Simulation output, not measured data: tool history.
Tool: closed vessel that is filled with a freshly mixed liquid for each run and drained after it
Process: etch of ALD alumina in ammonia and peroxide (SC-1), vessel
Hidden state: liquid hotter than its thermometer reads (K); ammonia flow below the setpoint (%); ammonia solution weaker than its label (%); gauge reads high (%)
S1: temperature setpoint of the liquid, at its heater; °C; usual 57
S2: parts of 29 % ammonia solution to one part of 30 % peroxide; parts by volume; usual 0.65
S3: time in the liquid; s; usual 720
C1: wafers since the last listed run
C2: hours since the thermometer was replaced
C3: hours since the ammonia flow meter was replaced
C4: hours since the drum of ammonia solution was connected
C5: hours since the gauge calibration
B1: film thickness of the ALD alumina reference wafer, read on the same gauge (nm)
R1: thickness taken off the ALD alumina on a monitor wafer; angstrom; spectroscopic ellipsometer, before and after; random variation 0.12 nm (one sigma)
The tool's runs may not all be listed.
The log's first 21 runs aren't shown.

run    hour    S1    S2    S3    C1      C2      C3     C4      C5     B1     R1
 22  1093.1  62.5  0.65   995  2907   593.5   484.9  128.8   873.5  60.01    943
 23  1148.4    57  0.65   720  2835   648.8   540.2  184.1   928.8  60.03  512.4
 24  1315.3    50   0.5  1010  8558   815.7   707.1    351  1095.7  59.98  480.7
 25  1383.6  62.5  0.65   720  3502     884   775.4  419.3    1164  60.02  676.6
 26  1415.3    57  0.45   510  1625   915.7   807.1    451  1195.7  59.99  349.8
 27  1441.6    57  0.55   720  1348     942   833.4  477.3    1222  60.06  500.6
 28  1506.2    57  0.85   720  3312  1006.6     898  541.9  1286.6  60.02  523.8
 29  1553.7    57  0.65   720  2435  1054.1   945.5  589.4  1334.1  60.03  510.5
     1587.8  -- new drum of ammonia solution connected
 30  1622.8    57  0.65   720  3492  1123.2  1014.6     35  1403.2     60  517.1

Forecast each of these 3 alternatives for the next run:
  A  1623.7  57  0.65  720  46  1124.1  1015.5  35.9  1404.1   ?   ?
  B  1623.7  61   0.8  915  46  1124.1  1015.5  35.9  1404.1   ?   ?
  C  1623.7  64  0.75  460  46  1124.1  1015.5  35.9  1404.1   ?   ?

run     B1     R1
  A  60.02  516.1
  B  60.02  822.2
  C  60.02  477.8
Without the tool's hidden state the same runs would have given:
run     R1
  A  508.8
  B  810.9
  C  471.4

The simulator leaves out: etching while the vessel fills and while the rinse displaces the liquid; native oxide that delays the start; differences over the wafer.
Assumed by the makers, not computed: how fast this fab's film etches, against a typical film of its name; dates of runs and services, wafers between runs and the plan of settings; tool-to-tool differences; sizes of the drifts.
